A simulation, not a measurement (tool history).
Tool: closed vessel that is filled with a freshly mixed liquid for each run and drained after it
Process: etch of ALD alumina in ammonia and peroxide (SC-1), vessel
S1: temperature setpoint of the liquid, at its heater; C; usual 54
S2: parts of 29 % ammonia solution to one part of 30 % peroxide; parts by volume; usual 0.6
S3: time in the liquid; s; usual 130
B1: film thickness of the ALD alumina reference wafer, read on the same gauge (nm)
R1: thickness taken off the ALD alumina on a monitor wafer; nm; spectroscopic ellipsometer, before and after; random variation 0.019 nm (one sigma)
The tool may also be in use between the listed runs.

| run | day | S1 | S2 | S3 | B1 | R1 |
|---|---|---|---|---|---|---|
| 1 | 0 | 61.5 | 0.6 | 130 | 70.02 | 9.92 |
| 2 | 1.375 | 61.5 | 0.6 | 130 | 70.02 | 9.96 |
| 3 | 1.992 | 61.5 | 0.6 | 130 | 70.03 | 9.97 |
| 4 | 3.088 | 54 | 0.6 | 130 | 70.02 | 6.74 |
| 5 | 3.667 | 48 | 0.8 | 130 | 69.99 | 5 |
| 6 | 4.35 | 48 | 0.8 | 130 | 69.98 | 5 |
| 7 | 5.217 | 54 | 0.6 | 130 | 70 | 6.72 |
|  | 5.733 | gauge calibrated |
| 8 | 5.8 | 54 | 0.6 | 150 | 69.95 | 7.75 |
| 9 | 6.442 | 54 | 0.6 | 150 | 70.02 | 7.77 |
|  | 7.492 | new drum of ammonia solution connected |
| 10 | 7.554 | 54 | 0.6 | 150 | 70.02 | 7.83 |
| 11 | 8.2 | 54 | 0.6 | 130 | 70.01 | 6.78 |
|  | 8.254 | thermometer replaced |
| 12 | 9.154 | 54 | 0.6 | 130 | 69.99 | 6.43 |
| 13 | 9.658 | 54 | 0.6 | 130 | 70 | 6.49 |
| 14 | 11.142 | 46 | 0.35 | 105 | 69.96 | 3.2 |
| 15 | 11.933 | 54 | 0.6 | 130 | 70.04 | 6.45 |
| 16 | 13.092 | 54 | 0.6 | 130 | 69.97 | 6.44 |
| 17 | 14.529 | 54 | 0.6 | 130 | 70.02 | 6.44 |
|  | 15.721 | new drum of ammonia solution connected |
| 18 | 15.867 | 54 | 0.6 | 130 | 69.97 | 6.5 |
| 19 | 16.808 | 49.5 | 0.85 | 165 | 70.03 | 6.7 |
| 20 | 18.208 | 46 | 0.75 | 130 | 70.01 | 4.26 |
| 21 | 18.912 | 61 | 0.35 | 165 | 70.04 | 11.32 |
|  | 19.175 | ammonia flow meter replaced |
| 22 | 20.296 | 54 | 0.6 | 130 | 69.96 | 6.5 |
| 23 | 21.238 | 54 | 0.8 | 130 | 70.02 | 6.64 |
| 24 | 22.592 | 48 | 0.9 | 105 | 70.02 | 3.92 |
|  | 23.829 | new drum of ammonia solution connected |
| 25 | 23.929 | 54 | 0.35 | 130 | 70.02 | 6.23 |
| 26 | 25.162 | 61.5 | 0.6 | 190 | 69.96 | 14.13 |
|  | 26.025 | gauge calibrated |
| 27 | 28.754 | 60 | 0.6 | 155 | 69.98 | 10.68 |
| 28 | 30.004 | 63 | 0.35 | 150 | 69.98 | 11.42 |

5 ways to go on from here, each from the tool as it stands after run 28. What would each give?
| A | 30.033 | 57 | 0.6 | 130 | ? | ? |
| B | 30.033 | 60.5 | 0.6 | 205 | ? | ? |
| C | 30.033 | 61 | 0.9 | 130 | ? | ? |
| D | 30.033 | 49.5 | 0.6 | 110 | ? | ? |
| E | 30.033 | 56.5 | 0.6 | 130 | ? | ? |

| run | B1 | R1 |
|---|---|---|
| A | 70 | 7.67 |
| B | 70 | 14.49 |
| C | 70 | 9.79 |
| D | 70 | 4.34 |
| E | 70 | 7.47 |
Without the tool's hidden state the same runs would have given:
| run | R1 |
|---|---|
| A | 7.57 |
| B | 14.31 |
| C | 9.67 |
| D | 4.28 |
| E | 7.37 |

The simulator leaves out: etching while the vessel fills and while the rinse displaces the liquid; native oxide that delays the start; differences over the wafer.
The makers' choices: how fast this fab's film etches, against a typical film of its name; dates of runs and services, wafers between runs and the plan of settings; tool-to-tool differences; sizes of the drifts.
